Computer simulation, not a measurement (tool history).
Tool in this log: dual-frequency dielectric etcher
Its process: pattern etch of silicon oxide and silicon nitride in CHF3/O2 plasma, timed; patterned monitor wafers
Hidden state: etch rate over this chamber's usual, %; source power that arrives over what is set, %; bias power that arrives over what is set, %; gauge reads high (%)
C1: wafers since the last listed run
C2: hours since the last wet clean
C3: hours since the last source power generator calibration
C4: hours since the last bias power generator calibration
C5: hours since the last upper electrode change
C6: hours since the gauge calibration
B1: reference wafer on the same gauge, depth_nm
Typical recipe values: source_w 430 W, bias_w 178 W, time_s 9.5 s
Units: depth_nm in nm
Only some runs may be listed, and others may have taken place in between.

run 1 hour=0.0 | source_w=430 bias_w=178 time_s=11.0 | C1=0 C2=285.0 C3=3794.5 C4=880.6 C5=3122.7 C6=396.6 | B1=13.30 | depth_nm=14.90
run 2 hour=41.8 | source_w=430 bias_w=178 time_s=11.0 | C1=860 C2=326.8 C3=3836.3 C4=922.4 C5=3164.5 C6=438.4 | B1=13.31 | depth_nm=14.89
-- hour=76.8 wet clean of the chamber
run 3 hour=107.1 | source_w=430 bias_w=178 time_s=11.0 | C1=849 C2=30.3 C3=3901.6 C4=987.7 C5=3229.8 C6=503.7 | B1=13.31 | depth_nm=14.94
run 4 hour=162.6 | source_w=430 bias_w=178 time_s=9.5 | C1=1142 C2=85.8 C3=3957.1 C4=1043.2 C5=3285.3 C6=559.2 | B1=13.31 | depth_nm=12.87
run 5 hour=223.6 | source_w=430 bias_w=178 time_s=9.5 | C1=1255 C2=146.8 C3=4018.1 C4=1104.2 C5=3346.3 C6=620.2 | B1=13.31 | depth_nm=12.90
run 6 hour=296.5 | source_w=430 bias_w=178 time_s=9.5 | C1=1500 C2=219.7 C3=4091.0 C4=1177.1 C5=3419.2 C6=693.1 | B1=13.30 | depth_nm=12.82
-- hour=416.2 wet clean of the chamber
run 7 hour=416.7 | source_w=430 bias_w=178 time_s=9.5 | C1=1979 C2=0.5 C3=4211.2 C4=1297.3 C5=3539.4 C6=813.3 | B1=13.31 | depth_nm=12.90
run 8 hour=460.5 | source_w=430 bias_w=178 time_s=9.5 | C1=901 C2=44.3 C3=4255.0 C4=1341.1 C5=3583.2 C6=857.1 | B1=13.30 | depth_nm=12.89
-- hour=487.6 source power generator calibrated
run 9 hour=505.2 | source_w=370 bias_w=178 time_s=8.5 | C1=837 C2=89.0 C3=17.6 C4=1385.8 C5=3627.9 C6=901.8 | B1=13.30 | depth_nm=10.55
run 10 hour=543.3 | source_w=370 bias_w=178 time_s=8.5 | C1=783 C2=127.1 C3=55.7 C4=1423.9 C5=3666.0 C6=939.9 | B1=13.31 | depth_nm=10.59
run 11 hour=616.4 | source_w=370 bias_w=178 time_s=8.5 | C1=1504 C2=200.2 C3=128.8 C4=1497.0 C5=3739.1 C6=1013.0 | B1=13.29 | depth_nm=10.54
run 12 hour=657.3 | source_w=430 bias_w=178 time_s=9.0 | C1=841 C2=241.1 C3=169.7 C4=1537.9 C5=3780.0 C6=1053.9 | B1=13.30 | depth_nm=12.17
run 13 hour=701.9 | source_w=430 bias_w=178 time_s=9.5 | C1=917 C2=285.7 C3=214.3 C4=1582.5 C5=3824.6 C6=1098.5 | B1=13.30 | depth_nm=12.90
-- hour=746.9 wet clean of the chamber
run 14 hour=747.4 | source_w=430 bias_w=178 time_s=9.5 | C1=442 C2=0.5 C3=259.8 C4=1628.0 C5=3870.1 C6=1144.0 | B1=13.30 | depth_nm=12.82
-- hour=778.4 bias power generator calibrated
run 15 hour=848.6 | source_w=430 bias_w=178 time_s=9.5 | C1=2000 C2=101.7 C3=361.0 C4=70.2 C5=3971.3 C6=1245.2 | B1=13.30 | depth_nm=12.88
run 16 hour=901.4 | source_w=430 bias_w=178 time_s=11.5 | C1=1086 C2=154.5 C3=413.8 C4=123.0 C5=4024.1 C6=1298.0 | B1=13.30 | depth_nm=15.59
-- hour=947.2 upper electrode replaced
run 17 hour=994.4 | source_w=430 bias_w=178 time_s=9.5 | C1=1419 C2=247.5 C3=506.8 C4=216.0 C5=47.2 C6=1391.0 | B1=13.28 | depth_nm=12.88
-- hour=1007.2 gauge calibrated
run 18 hour=1076.1 | source_w=430 bias_w=207 time_s=9.5 | C1=1681 C2=329.2 C3=588.5 C4=297.7 C5=128.9 C6=68.9 | B1=13.30 | depth_nm=13.41
-- hour=1116.6 wet clean of the chamber
run 19 hour=1129.9 | source_w=500 bias_w=178 time_s=12.5 | C1=613 C2=13.3 C3=642.3 C4=351.5 C5=182.7 C6=122.7 | B1=13.29 | depth_nm=18.29
run 20 hour=1231.8 | source_w=500 bias_w=208 time_s=10.5 | C1=2096 C2=115.2 C3=744.2 C4=453.4 C5=284.6 C6=224.6 | B1=13.30 | depth_nm=16.02
run 21 hour=1268.1 | source_w=430 bias_w=153 time_s=8.5 | C1=746 C2=151.5 C3=780.5 C4=489.7 C5=320.9 C6=260.9 | B1=13.30 | depth_nm=11.06
run 22 hour=1325.5 | source_w=370 bias_w=178 time_s=12.0 | C1=1181 C2=208.9 C3=837.9 C4=547.1 C5=378.3 C6=318.3 | B1=13.30 | depth_nm=15.00
run 23 hour=1385.3 | source_w=430 bias_w=154 time_s=8.0 | C1=1230 C2=268.7 C3=897.7 C4=606.9 C5=438.1 C6=378.1 | B1=13.29 | depth_nm=10.45
run 24 hour=1449.9 | source_w=430 bias_w=178 time_s=9.5 | C1=1329 C2=333.3 C3=962.3 C4=671.5 C5=502.7 C6=442.7 | B1=13.30 | depth_nm=12.86
-- hour=1477.3 wet clean of the chamber
run 25 hour=1494.5 | source_w=430 bias_w=178 time_s=8.5 | C1=423 C2=17.2 C3=1006.9 C4=716.1 C5=547.3 C6=487.3 | B1=13.30 | depth_nm=11.53
run 26 hour=1547.3 | source_w=540 bias_w=178 time_s=11.5 | C1=1086 C2=70.0 C3=1059.7 C4=768.9 C5=600.1 C6=540.1 | B1=13.31 | depth_nm=17.63
run 27 hour=1594.7 | source_w=360 bias_w=203 time_s=12.0 | C1=975 C2=117.4 C3=1107.1 C4=816.3 C5=647.5 C6=587.5 | B1=13.29 | depth_nm=15.18
run 28 hour=1637.7 | source_w=380 bias_w=201 time_s=12.0 | C1=884 C2=160.4 C3=1150.1 C4=859.3 C5=690.5 C6=630.5 | B1=13.30 | depth_nm=15.70
run 29 hour=1675.7 | source_w=430 bias_w=154 time_s=8.0 | C1=781 C2=198.4 C3=1188.1 C4=897.3 C5=728.5 C6=668.5 | B1=13.30 | depth_nm=10.43

State the hidden condition of the tool at each of the runs:
etch rate over this chamber's usual, %: 0, the same for each run
source power that arrives over what is set, %: 0, the same for each run
bias power that arrives over what is set, %: 0, the same for each run
gauge reads high (%): 0, the same for each run

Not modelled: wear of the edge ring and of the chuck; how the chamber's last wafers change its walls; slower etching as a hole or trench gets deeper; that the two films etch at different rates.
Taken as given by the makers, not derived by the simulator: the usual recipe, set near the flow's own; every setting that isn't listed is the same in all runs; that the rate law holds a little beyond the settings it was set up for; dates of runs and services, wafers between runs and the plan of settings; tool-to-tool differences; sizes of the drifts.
